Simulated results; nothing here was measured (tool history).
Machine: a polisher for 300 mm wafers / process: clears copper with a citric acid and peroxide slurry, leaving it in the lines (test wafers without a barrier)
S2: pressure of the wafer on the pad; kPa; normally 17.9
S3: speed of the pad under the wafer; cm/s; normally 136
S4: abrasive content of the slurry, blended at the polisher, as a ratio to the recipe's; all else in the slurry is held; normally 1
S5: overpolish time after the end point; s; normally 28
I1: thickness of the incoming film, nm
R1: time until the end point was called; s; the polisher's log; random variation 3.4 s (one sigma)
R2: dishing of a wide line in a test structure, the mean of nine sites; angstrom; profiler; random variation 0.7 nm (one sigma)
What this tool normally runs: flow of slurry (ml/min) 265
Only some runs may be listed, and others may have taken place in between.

Run 1, hour 0: usual settings but S2 22.1 kPa; I1 379.1. Result: R1 151.1 s, R2 472 angstrom.
Run 2, hour 26.8: usual settings but S2 22.1 kPa; I1 377.3. Result: R1 146.7 s, R2 467 angstrom.
At hour 36: worn pad replaced by a new one.
Run 3, hour 59.8: usual settings; I1 378.7. Result: R1 166.6 s, R2 407 angstrom.
Run 4, hour 91.5: usual settings; I1 379.1. Result: R1 167.9 s, R2 402 angstrom.
Run 5, hour 110.9: usual settings; I1 383.8. Result: R1 167.8 s, R2 407 angstrom.
At hour 145.6: slurry blender recalibrated.
Run 6, hour 165.6: usual settings; I1 379.6. Result: R1 173.2 s, R2 398 angstrom.
At hour 175.8: worn pad replaced by a new one.
Run 7, hour 183.5: usual settings; I1 375.4. Result: R1 163.1 s, R2 422 angstrom.
Run 8, hour 196.5: usual settings; I1 380.1. Result: R1 173 s, R2 406 angstrom.
Run 9, hour 297.2: usual settings; I1 371.7. Result: R1 154.9 s, R2 432 angstrom.
At hour 313.6: worn pad replaced by a new one.
Run 10, hour 314.1: usual settings but S3 152 cm/s; I1 382.4. Result: R1 148.6 s, R2 463 angstrom.
At hour 319.4: slurry blender recalibrated.
Run 11, hour 339: usual settings; I1 379.4. Result: R1 161.2 s, R2 429 angstrom.
Run 12, hour 363.3: usual settings; I1 378.8. Result: R1 160.5 s, R2 430 angstrom.
Run 13, hour 375.7: usual settings but S4 1.15; I1 378.5. Result: R1 152.1 s, R2 450 angstrom.
Run 14, hour 400.3: usual settings but flow of slurry (ml/min) 310, S2 23.4 kPa, S4 0.7, S5 21 s; I1 376.5. Result: R1 132.5 s, R2 393 angstrom.
Run 15, hour 417.1: usual settings; I1 380.5. Result: R1 160.4 s, R2 456 angstrom.
At hour 419.7: head pressure recalibrated.
At hour 439.7: slurry nozzle cleaned.
Run 16, hour 447.5: usual settings but flow of slurry (ml/min) 335, S2 14.5 kPa, S4 0.9, S5 41 s; I1 376.3. Result: R1 199.7 s, R2 479 angstrom.
At hour 456.6: worn pad replaced by a new one.
At hour 459.2: slurry blender recalibrated.
Run 17, hour 461.9: usual settings but flow of slurry (ml/min) 195, S2 15.9 kPa, S4 0.75; I1 383.9. Result: R1 198.8 s, R2 352 angstrom.
Run 18, hour 493.8: usual settings; I1 377. Result: R1 174.8 s, R2 402 angstrom.
Run 19, hour 526: usual settings but flow of slurry (ml/min) 295, S2 22.1 kPa, S3 176 cm/s; I1 381.3. Result: R1 108.9 s, R2 574 angstrom.
Run 20, hour 554.4: usual settings but S3 112 cm/s; I1 380.3. Result: R1 198.1 s, R2 354 angstrom.
Run 21, hour 577.3: usual settings but flow of slurry (ml/min) 340, S2 14.5 kPa; I1 380. Result: R1 198.2 s, R2 364 angstrom.
At hour 601.9: worn pad replaced by a new one.
Run 22, hour 605.4: usual settings; I1 380.6. Result: R1 161.3 s, R2 418 angstrom.
At hour 612.7: slurry blender recalibrated.
Run 23, hour 623.2: usual settings but S2 15.9 kPa; I1 382.6. Result: R1 187.1 s, R2 373 angstrom.
Run 24, hour 656: usual settings but S2 13.1 kPa; I1 380.4. Result: R1 207.1 s, R2 343 angstrom.
Run 25, hour 685.8: usual settings but flow of slurry (ml/min) 345, S2 14.5 kPa, S4 0.75, S5 38 s; I1 376.7. Result: R1 200.1 s, R2 449 angstrom.
Run 26, hour 717.8: usual settings but S4 0.9; I1 380.9. Result: R1 170.8 s, R2 418 angstrom.
Run 27, hour 752.7: usual settings but S5 11 s; I1 377.6. Result: R1 160.3 s, R2 196 angstrom.
Run 28, hour 768.6: usual settings but S4 1.2, S5 38 s; I1 376.9. Result: R1 160.6 s, R2 555 angstrom.

Below are 4 alternative next runs, each starting from the tool's condition after run 28. Predict each:
Run A, hour 769.1: usual settings; I1 380.4. Result: R1 ?, R2 ?.
Run B, hour 769.1: usual settings but S3 164 cm/s; I1 380.4. Result: R1 ?, R2 ?.
Run C, hour 769.1: usual settings but flow of slurry (ml/min) 205, S2 13.1 kPa, S4 0.9, S5 17 s; I1 380.4. Result: R1 ?, R2 ?.
Run D, hour 769.1: usual settings but S5 13 s; I1 380.4. Result: R1 ?, R2 ?.

run     R1   R2
  A  163.8  429
  B  136.3  494
  C  218.8  217
  D  163.8  223
Without the tool's hidden state the same runs would have given:
run     R1   R2
  A  175.9  403
  B  146.3  465
  C  234.8  203
  D  175.9  208
